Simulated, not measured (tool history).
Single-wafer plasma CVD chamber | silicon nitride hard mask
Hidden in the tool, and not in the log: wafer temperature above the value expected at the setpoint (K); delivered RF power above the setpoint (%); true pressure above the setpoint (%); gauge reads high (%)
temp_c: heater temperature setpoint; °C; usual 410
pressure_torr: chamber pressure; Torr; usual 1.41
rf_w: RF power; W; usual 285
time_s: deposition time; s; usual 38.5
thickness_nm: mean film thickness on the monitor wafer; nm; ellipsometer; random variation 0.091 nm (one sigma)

| run | day | temp_c | pressure_torr | rf_w | time_s | wafers since the last listed run | hours since the last thermocouple change | hours since the last RF generator calibration | hours since the last manometer calibration | hours since the showerhead was replaced | hours since the gauge calibration | read-back reference wafer on the same gauge, thickness_nm | thickness_nm |
|---|---|---|---|---|---|---|---|---|---|---|---|---|---|
| 1 | 0 | 410 | 1.41 | 285 | 38.5 | 0 | 932.1 | 608.4 | 1045.7 | 3211.8 | 662.3 | 39.406 | 39.064 |
| 2 | 1.679 | 410 | 1.41 | 285 | 38.5 | 620 | 972.4 | 648.7 | 1086 | 3252.1 | 702.6 | 39.421 | 38.89 |
| 3 | 8.729 | 410 | 1.41 | 325 | 38.5 | 2605 | 1141.6 | 817.9 | 1255.2 | 3421.3 | 871.8 | 39.388 | 42.906 |
| 4 | 10.529 | 410 | 1.41 | 325 | 38.5 | 665 | 1184.8 | 861.1 | 1298.4 | 3464.5 | 915 | 39.378 | 42.743 |
| 5 | 13.804 | 410 | 1.41 | 325 | 38.5 | 1210 | 1263.4 | 939.7 | 1377 | 3543.1 | 993.6 | 39.394 | 42.572 |
| 6 | 17.271 | 414 | 1.41 | 325 | 38.5 | 1281 | 1346.6 | 1022.9 | 1460.2 | 3626.3 | 1076.8 | 39.405 | 42.482 |
|  | 20.85 | showerhead replaced, of another model than before |
|  | 20.95 | thermocouple changed; heater temperature recalibrated |
| 7 | 21.679 | 414 | 1.41 | 325 | 38.5 | 1468 | 17.5 | 1128.7 | 1566 | 19.9 | 1182.6 | 39.414 | 41.167 |
| 8 | 26.1 | 414 | 1.41 | 325 | 38.5 | 1633 | 123.6 | 1234.8 | 1672.1 | 126 | 1288.7 | 39.397 | 41.366 |
|  | 29.567 | RF generator calibrated |
| 9 | 29.588 | 410 | 1.41 | 285 | 38.5 | 1165 | 207.3 | 0.5 | 1755.8 | 209.7 | 1372.4 | 39.403 | 39.205 |
| 10 | 33.9 | 410 | 1.69 | 245 | 42.8 | 1593 | 310.8 | 104 | 1859.3 | 313.2 | 1475.9 | 39.426 | 42.523 |
| 11 | 37.088 | 410 | 1.62 | 285 | 38.5 | 1177 | 387.3 | 180.5 | 1935.8 | 389.7 | 1552.4 | 39.392 | 40.556 |
| 12 | 39.092 | 410 | 1.41 | 285 | 38.5 | 740 | 435.4 | 228.6 | 1983.9 | 437.8 | 1600.5 | 39.406 | 39.165 |
| 13 | 40.625 | 410 | 1.08 | 285 | 38.5 | 566 | 472.2 | 265.4 | 2020.7 | 474.6 | 1637.3 | 39.398 | 36.286 |
|  | 41.558 | capacitance manometer re-zeroed and calibrated |
| 14 | 43.667 | 421 | 1.72 | 325 | 34.7 | 1000 | 545.2 | 338.4 | 50.6 | 547.6 | 1710.3 | 39.408 | 39.357 |
|  | 45.404 | gauge calibrated |
| 15 | 47.7 | 410 | 1.69 | 245 | 42.8 | 1490 | 642 | 435.2 | 147.4 | 644.4 | 55.1 | 39.406 | 42.528 |
| 16 | 51.7 | 405 | 1.41 | 285 | 46 | 1478 | 738 | 531.2 | 243.4 | 740.4 | 151.1 | 39.397 | 46.748 |
| 17 | 54.717 | 415 | 1.25 | 285 | 35.4 | 1114 | 810.4 | 603.6 | 315.8 | 812.8 | 223.5 | 39.397 | 34.613 |
| 18 | 58.829 | 423 | 1.41 | 260 | 31 | 1519 | 909.1 | 702.3 | 414.5 | 911.5 | 322.2 | 39.401 | 29.936 |

3 ways to go on from here, each from the tool as it stands after run 18. What would each give?
| A | 58.846 | 410 | 1.41 | 285 | 38.5 | 6 | 909.5 | 702.7 | 414.9 | 911.9 | 322.6 | ? | ? |
| B | 58.846 | 406 | 1.1 | 285 | 31.7 | 6 | 909.5 | 702.7 | 414.9 | 911.9 | 322.6 | ? | ? |
| C | 58.846 | 424 | 1.15 | 285 | 33 | 6 | 909.5 | 702.7 | 414.9 | 911.9 | 322.6 | ? | ? |

| run | read-back reference wafer on the same gauge, thickness_nm | thickness_nm |
|---|---|---|
| A | 39.392 | 38.842 |
| B | 39.392 | 29.9 |
| C | 39.392 | 31.304 |
Without the tool's hidden state the same runs would have given:
| run | thickness_nm |
|---|---|
| A | 39.207 |
| B | 30.18 |
| C | 31.598 |
